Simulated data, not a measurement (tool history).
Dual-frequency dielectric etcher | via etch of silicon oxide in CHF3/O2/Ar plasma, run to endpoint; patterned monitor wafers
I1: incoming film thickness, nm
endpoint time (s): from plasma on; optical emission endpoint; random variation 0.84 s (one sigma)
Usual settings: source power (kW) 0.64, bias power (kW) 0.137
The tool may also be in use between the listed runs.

run 1 hour=0 | source_power_(kW)=0.64 bias_power_(kW)=0.159 | I1=529 | endpoint_time_(s)=268.7
run 2 hour=28.9 | source_power_(kW)=0.64 bias_power_(kW)=0.159 | I1=529.2 | endpoint_time_(s)=269.1
run 3 hour=130.2 | source_power_(kW)=0.64 bias_power_(kW)=0.159 | I1=525.5 | endpoint_time_(s)=271.1
run 4 hour=209.1 | source_power_(kW)=0.64 bias_power_(kW)=0.119 | I1=534.1 | endpoint_time_(s)=296.2
-- hour=236.9 wet clean of the chamber
run 5 hour=237.4 | source_power_(kW)=0.64 bias_power_(kW)=0.119 | I1=535 | endpoint_time_(s)=284.4
run 6 hour=243.4 | source_power_(kW)=0.64 bias_power_(kW)=0.119 | I1=530.3 | endpoint_time_(s)=282.5
run 7 hour=262.6 | source_power_(kW)=0.64 bias_power_(kW)=0.149 | I1=533.7 | endpoint_time_(s)=270.5
run 8 hour=281.1 | source_power_(kW)=0.64 bias_power_(kW)=0.149 | I1=530.6 | endpoint_time_(s)=270.1
run 9 hour=302.3 | source_power_(kW)=0.64 bias_power_(kW)=0.137 | I1=526.1 | endpoint_time_(s)=270.8
run 10 hour=320.7 | source_power_(kW)=0.64 bias_power_(kW)=0.137 | I1=527.1 | endpoint_time_(s)=272.8
run 11 hour=356 | source_power_(kW)=0.64 bias_power_(kW)=0.137 | I1=531.8 | endpoint_time_(s)=276.7
run 12 hour=374.5 | source_power_(kW)=0.64 bias_power_(kW)=0.137 | I1=530.5 | endpoint_time_(s)=276.2
run 13 hour=396.2 | source_power_(kW)=0.64 bias_power_(kW)=0.137 | I1=529.6 | endpoint_time_(s)=277.2
-- hour=426.4 upper electrode replaced
run 14 hour=426.9 | source_power_(kW)=0.64 bias_power_(kW)=0.137 | I1=529.2 | endpoint_time_(s)=277.4
run 15 hour=446.4 | source_power_(kW)=0.71 bias_power_(kW)=0.137 | I1=527.9 | endpoint_time_(s)=271.1
run 16 hour=479 | source_power_(kW)=0.71 bias_power_(kW)=0.137 | I1=526.3 | endpoint_time_(s)=271.1
run 17 hour=513.4 | source_power_(kW)=0.64 bias_power_(kW)=0.137 | I1=528.6 | endpoint_time_(s)=280
run 18 hour=545.6 | source_power_(kW)=0.64 bias_power_(kW)=0.127 | I1=531.4 | endpoint_time_(s)=284.6
run 19 hour=565.5 | source_power_(kW)=0.64 bias_power_(kW)=0.137 | I1=531.9 | endpoint_time_(s)=282.8
run 20 hour=584.5 | source_power_(kW)=0.59 bias_power_(kW)=0.137 | I1=526.3 | endpoint_time_(s)=283
-- hour=597 source power generator calibrated
run 21 hour=611.9 | source_power_(kW)=0.58 bias_power_(kW)=0.168 | I1=528.4 | endpoint_time_(s)=273.2
run 22 hour=642 | source_power_(kW)=0.57 bias_power_(kW)=0.162 | I1=531.9 | endpoint_time_(s)=277.8
run 23 hour=661.8 | source_power_(kW)=0.76 bias_power_(kW)=0.103 | I1=527.8 | endpoint_time_(s)=288.8
run 24 hour=688.2 | source_power_(kW)=0.64 bias_power_(kW)=0.109 | I1=533.3 | endpoint_time_(s)=299.1
run 25 hour=706.6 | source_power_(kW)=0.64 bias_power_(kW)=0.137 | I1=532.8 | endpoint_time_(s)=285.2
-- hour=722.7 bias power generator calibrated
-- hour=736.3 wet clean of the chamber
run 26 hour=736.8 | source_power_(kW)=0.75 bias_power_(kW)=0.16 | I1=534.9 | endpoint_time_(s)=255
run 27 hour=757.2 | source_power_(kW)=0.57 bias_power_(kW)=0.162 | I1=527 | endpoint_time_(s)=267.4
run 28 hour=770.8 | source_power_(kW)=0.58 bias_power_(kW)=0.105 | I1=528.9 | endpoint_time_(s)=293.9
run 29 hour=791.2 | source_power_(kW)=0.54 bias_power_(kW)=0.153 | I1=533.8 | endpoint_time_(s)=277.4
run 30 hour=825.6 | source_power_(kW)=0.64 bias_power_(kW)=0.137 | I1=527.4 | endpoint_time_(s)=274.2
run 31 hour=846 | source_power_(kW)=0.59 bias_power_(kW)=0.12 | I1=535.8 | endpoint_time_(s)=291.2
run 32 hour=876.9 | source_power_(kW)=0.75 bias_power_(kW)=0.16 | I1=532.6 | endpoint_time_(s)=257.3
run 33 hour=895.6 | source_power_(kW)=0.64 bias_power_(kW)=0.137 | I1=526.1 | endpoint_time_(s)=273.3
run 34 hour=910 | source_power_(kW)=0.55 bias_power_(kW)=0.115 | I1=529 | endpoint_time_(s)=297.1
run 35 hour=935.4 | source_power_(kW)=0.64 bias_power_(kW)=0.137 | I1=531.4 | endpoint_time_(s)=277.5

Some steps in endpoint time (s) between neighbouring runs. How much of each would the tool show without its hidden state too (settings, what came in, random variation), and how much is left for the hidden state, with any gauge scatter that isn't in both results?
The hidden state here: etch rate over this chamber's usual, %; source power that arrives over what is set, %; bias power that arrives over what is set, %.
Run 3 -> 4: bias power (kW) 0.159 -> 0.119. endpoint time (s) +25.1: hidden state +2.6, all else +22.5.
Run 4 -> 5: wet clean of the chamber. endpoint time (s) -11.8: hidden state -10.9, all else -0.9.
Run 25 -> 26: source power (kW) 0.64 -> 0.75, bias power (kW) 0.137 -> 0.16, bias power generator calibrated, wet clean of the chamber. endpoint time (s) -30.2: hidden state -11.4, all else -18.8.
Run 27 -> 28: source power (kW) 0.57 -> 0.58, bias power (kW) 0.162 -> 0.105. endpoint time (s) +26.5: hidden state +0.4, all else +26.1.
Run 31 -> 32: source power (kW) 0.59 -> 0.75, bias power (kW) 0.12 -> 0.16. endpoint time (s) -33.9: hidden state +0.4, all else -34.3.
